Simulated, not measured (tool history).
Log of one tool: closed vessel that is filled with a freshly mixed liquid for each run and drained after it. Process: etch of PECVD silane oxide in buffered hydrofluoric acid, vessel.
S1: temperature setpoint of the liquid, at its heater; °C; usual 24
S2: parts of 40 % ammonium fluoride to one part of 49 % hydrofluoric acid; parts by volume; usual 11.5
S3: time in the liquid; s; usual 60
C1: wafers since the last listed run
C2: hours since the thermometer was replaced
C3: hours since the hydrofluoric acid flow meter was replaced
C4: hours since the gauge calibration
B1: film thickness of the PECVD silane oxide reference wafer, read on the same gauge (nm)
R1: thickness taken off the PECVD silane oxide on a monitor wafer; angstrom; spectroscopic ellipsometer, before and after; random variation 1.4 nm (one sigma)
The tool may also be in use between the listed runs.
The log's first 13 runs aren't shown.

run   hour    S1    S2  S3    C1     C2     C3     C4      B1      R1
 14  229.2    24  11.5  60  1202  685.4    155   75.2     150    1770
     231.2  -- thermometer replaced
 15  237.8    24     9  60   507    6.6  163.6   83.8  150.06  2377.1
 16  251.1    21  11.5  90   888   19.9  176.9   97.1  149.99  2458.9
 17  263.2    24  11.5  60   808     32    189  109.2  149.99    1935
 18  309.3  21.5   7.5  40  3078   78.1  235.1  155.3  150.02  1639.8
 19  319.1    24  11.5  60   654   87.9  244.9  165.1  150.02  1936.3
 20  326.3    20  11.5  60   480   95.1  252.1  172.3  149.98  1541.1
 21  336.4  22.5    13  60   674  105.2  262.2  182.4  150.01  1539.7
 22    369    24   7.5  85  2177  137.8  294.8    215     150  4063.8
 23  381.3    24  11.5  45   821  150.1  307.1  227.3  149.99  1439.3
 24    390    24  11.5  60   581  158.8  315.8    236  150.01  1893.6
 25  399.2    24   8.5  70   614    168    325  245.2     150  2879.6
 26  405.6    28    15  60   427  174.4  331.4  251.6  150.04  1823.2
 27  419.4  20.5     8  30   921  188.2  345.2  265.4  149.98  1087.3
 28  428.9    29    14  90   634  197.7  354.7  274.9  149.97  3068.2
 29  443.1    24  11.5  60   948  211.9  368.9  289.1  150.02  1874.2
 30  451.1  28.5   8.5  60   534  219.9  376.9  297.1  150.01  3151.5
 31  463.6    26   7.5  60   834  232.4  389.4  309.6  150.04  3172.1
 32  471.6    24  11.5  60   534  240.4  397.4  317.6  149.96  1880.8
 33    480    19  11.5  80   560  248.8  405.8    326     150  1892.4

Forecast each of these 4 alternatives for the next run:
  A  480.7  24  11.5  80  46  249.5  406.5  326.7   ?   ?
  B  480.7  24     7  70  46  249.5  406.5  326.7   ?   ?
  C  480.7  24  13.5  50  46  249.5  406.5  326.7   ?   ?
  D  480.7  20    15  90  46  249.5  406.5  326.7   ?   ?

run      B1      R1
  A  150.01  2514.3
  B  150.01  3535.8
  C  150.01  1343.3
  D  150.01    1746
Without the tool's hidden state the same runs would have given:
run      R1
  A  2589.6
  B  3641.5
  C  1383.5
  D  1799.8
